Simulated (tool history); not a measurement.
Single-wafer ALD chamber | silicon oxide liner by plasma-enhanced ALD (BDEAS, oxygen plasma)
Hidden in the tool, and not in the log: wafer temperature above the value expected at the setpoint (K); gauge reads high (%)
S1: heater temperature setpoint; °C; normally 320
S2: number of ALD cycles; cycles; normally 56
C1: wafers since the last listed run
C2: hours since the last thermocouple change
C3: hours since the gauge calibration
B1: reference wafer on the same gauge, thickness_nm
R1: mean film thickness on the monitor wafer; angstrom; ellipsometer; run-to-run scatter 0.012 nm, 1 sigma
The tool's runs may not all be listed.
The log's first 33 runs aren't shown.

run	day	S1	S2	C1	C2	C3	B1	R1
34	37.712	320	56	122	505.2	149.7	5.781	49.26
35	39.2	320	56	239	540.9	185.4	5.785	49.05
36	39.95	335	62	120	558.9	203.4	5.776	53.21
37	41.388	309	49	231	593.4	237.9	5.774	43.54
38	42.421	335	52	166	618.2	262.7	5.778	44.67
39	43.808	316	51	223	651.5	296	5.776	45.11
40	44.842	320	56	166	676.3	320.8	5.775	48.87
41	46.35	320	45	243	712.5	357	5.78	39.43
42	47.542	307	51	192	741.1	385.6	5.784	45.32

What if the next run were any one of these 3? Each begins from the tool's condition after run 42:
A	47.562	324	56	3	741.6	386.1	?	?
B	47.562	325	56	3	741.6	386.1	?	?
C	47.562	307	66	3	741.6	386.1	?	?

run	B1	R1
A	5.79	48.82
B	5.79	48.76
C	5.79	58.82
Without the tool's hidden state the same runs would have given:
run	R1
A	48.82
B	48.76
C	58.82
